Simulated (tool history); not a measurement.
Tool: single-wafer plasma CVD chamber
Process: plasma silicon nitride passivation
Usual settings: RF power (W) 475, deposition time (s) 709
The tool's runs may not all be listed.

run	hour	RF power (W)	deposition time (s)	read-back reference wafer on the same gauge, thickness_nm	mean film thickness on the monitor wafer (nm)
1	0	520	709	680.068	807.344
2	22.3	520	709	679.891	804.33
# hour 25.3: gauge calibrated
3	36.2	475	709	680.105	783.272
4	56.8	475	709	679.806	782.731
5	91.5	475	807	679.887	891.468
6	124.5	420	709	679.811	754.206
7	144.8	420	709	680.041	753.793
8	168.5	475	709	679.804	783.853
9	191.7	475	709	679.803	782.79
# hour 228.1: showerhead replaced
10	228.6	475	709	680.119	782.434
# hour 244.1: gauge calibrated
11	248.4	390	668	680.221	694.312
12	283	475	709	679.961	779.794
13	303.6	550	575	680.054	664.861
# hour 333.2: RF generator calibrated
14	333.7	545	758	679.978	897.213
15	359.1	475	823	680.143	932.563
16	384.8	550	829	679.882	981.524
17	414.5	390	587	680.228	622.744
18	437.3	475	709	679.99	798.975
19	467.9	410	823	680.117	886.99

4 ways to go on from here, each from the tool as it stands after run 19. What would each give?
A	468.5	475	709	?	?
B	468.5	560	745	?	?
C	468.5	430	709	?	?
D	468.5	430	762	?	?

run	read-back reference wafer on the same gauge, thickness_nm	mean film thickness on the monitor wafer (nm)
A	679.973	797.931
B	679.973	882.093
C	679.973	773.73
D	679.973	831.569
Without the tool's hidden state the same runs would have given:
run	mean film thickness on the monitor wafer (nm)
A	803.573
B	888.329
C	779.2
D	837.448
